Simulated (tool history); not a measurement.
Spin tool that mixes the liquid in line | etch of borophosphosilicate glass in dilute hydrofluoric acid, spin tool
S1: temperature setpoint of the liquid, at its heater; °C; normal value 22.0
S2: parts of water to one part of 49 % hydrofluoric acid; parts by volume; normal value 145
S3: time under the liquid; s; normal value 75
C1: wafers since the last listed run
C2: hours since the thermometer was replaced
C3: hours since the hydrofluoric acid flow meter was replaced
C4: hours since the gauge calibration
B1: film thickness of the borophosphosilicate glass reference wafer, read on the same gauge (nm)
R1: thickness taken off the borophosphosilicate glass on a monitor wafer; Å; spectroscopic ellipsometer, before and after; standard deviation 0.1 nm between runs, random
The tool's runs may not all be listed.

run,day,S1,S2,S3,C1,C2,C3,C4,B1,R1
1,0.000,22.0,145,110,0,1483.8,459.3,9.5,50.00,365.7
2,3.846,22.0,145,110,636,1576.1,551.6,101.8,50.01,365.7
3,7.629,22.0,145,110,626,1666.9,642.4,192.6,50.01,366.1
4,12.083,22.0,145,65,737,1773.8,749.3,299.5,49.99,215.6
# day 13.400: hydrofluoric acid flow meter replaced
5,13.862,22.0,145,65,287,1816.5,11.1,342.2,49.98,218.9
6,15.942,22.0,145,65,344,1866.4,61.0,392.1,50.02,217.2
7,19.171,22.0,145,75,534,1943.9,138.5,469.6,49.99,251.3
8,21.296,22.0,145,75,351,1994.9,189.5,520.6,49.98,252.4
9,23.788,20.5,145,75,412,2054.7,249.3,580.4,50.05,238.7
# day 24.392: gauge calibrated
10,26.921,25.5,185,60,518,2129.9,324.5,60.7,49.98,175.0
# day 29.862: thermometer replaced
11,30.492,22.0,145,65,584,15.1,410.2,146.4,50.00,231.5
12,33.208,22.0,145,60,449,80.3,475.4,211.6,50.03,214.9
13,35.108,22.0,210,40,314,125.9,521.0,257.2,49.99,91.6
# day 36.175: thermometer replaced, repeated, since the last time left the tool worse
14,37.492,22.0,145,75,387,31.6,578.2,314.4,49.98,237.9
15,40.588,22.0,205,75,512,105.9,652.5,388.7,50.02,158.0
16,43.475,22.0,145,45,477,175.2,721.8,458.0,50.05,143.4

Predict each of these 5 candidate next runs independently; none follows another, all start after run 16:
A,43.492,22.0,145,55,2,175.6,722.2,458.4,?,?
B,43.492,22.0,195,115,2,175.6,722.2,458.4,?,?
C,43.492,24.5,145,75,2,175.6,722.2,458.4,?,?
D,43.492,22.0,105,75,2,175.6,722.2,458.4,?,?
E,43.492,22.0,145,50,2,175.6,722.2,458.4,?,?

run,B1,R1
A,50.00,175.3
B,50.00,258.3
C,50.00,263.2
D,50.00,345.4
E,50.00,159.3
Stripped of hidden state, with their random variation kept, the same runs would have yielded:
run,R1
A,174.1
B,256.6
C,261.4
D,342.9
E,158.2
